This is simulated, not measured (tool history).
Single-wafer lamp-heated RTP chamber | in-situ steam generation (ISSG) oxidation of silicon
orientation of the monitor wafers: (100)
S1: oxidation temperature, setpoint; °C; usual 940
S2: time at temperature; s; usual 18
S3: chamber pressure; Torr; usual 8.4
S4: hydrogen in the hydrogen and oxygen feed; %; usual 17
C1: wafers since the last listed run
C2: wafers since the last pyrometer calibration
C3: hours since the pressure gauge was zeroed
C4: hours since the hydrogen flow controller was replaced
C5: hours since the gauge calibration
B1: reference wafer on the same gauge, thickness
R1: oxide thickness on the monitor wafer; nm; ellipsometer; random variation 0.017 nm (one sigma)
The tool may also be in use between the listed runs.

| run | hour | S1 | S2 | S3 | S4 | C1 | C2 | C3 | C4 | C5 | B1 | R1 |
|---|---|---|---|---|---|---|---|---|---|---|---|---|
| 1 | 0.0 | 940 | 18 | 7.7 | 17 | 0 | 1407 | 1362.0 | 6160.8 | 290.4 | 4.703 | 4.027 |
| 2 | 14.1 | 940 | 18 | 7.7 | 17 | 196 | 1603 | 1376.1 | 6174.9 | 304.5 | 4.698 | 4.026 |
| 3 | 117.7 | 940 | 18 | 7.7 | 17 | 1441 | 3045 | 1479.7 | 6278.5 | 408.1 | 4.714 | 4.068 |
|  | 140.4 | gauge calibrated |
| 4 | 151.1 | 929 | 18 | 8.4 | 23 | 464 | 3510 | 1513.1 | 6311.9 | 10.7 | 4.636 | 4.144 |
| 5 | 171.6 | 929 | 18 | 8.4 | 23 | 285 | 3795 | 1533.6 | 6332.4 | 31.2 | 4.644 | 4.120 |
| 6 | 188.2 | 929 | 18 | 8.4 | 23 | 231 | 4026 | 1550.2 | 6349.0 | 47.8 | 4.642 | 4.134 |
| 7 | 222.8 | 940 | 18 | 9.6 | 17 | 481 | 4508 | 1584.8 | 6383.6 | 82.4 | 4.665 | 3.941 |
|  | 244.7 | pressure gauge zeroed |
|  | 247.1 | hydrogen flow controller replaced |
| 8 | 256.3 | 957 | 20 | 7.6 | 17 | 321 | 4829 | 11.6 | 9.2 | 115.9 | 4.680 | 4.379 |
|  | 289.3 | pyrometer window cleaned and pyrometer calibrated |
| 9 | 289.8 | 940 | 18 | 8.4 | 17 | 354 | 6 | 45.1 | 42.7 | 149.4 | 4.689 | 4.004 |

Run 10 comes next. What will it give?
| 10 | 317.1 | 940 | 23 | 8.4 | 26 | 379 | 386 | 72.4 | 70.0 | 176.7 | ? | ? |

{"run 10": {"B1": 4.685, "R1": 4.842}}
Without the tool's hidden state the same run would have given R1 4.784 nm.
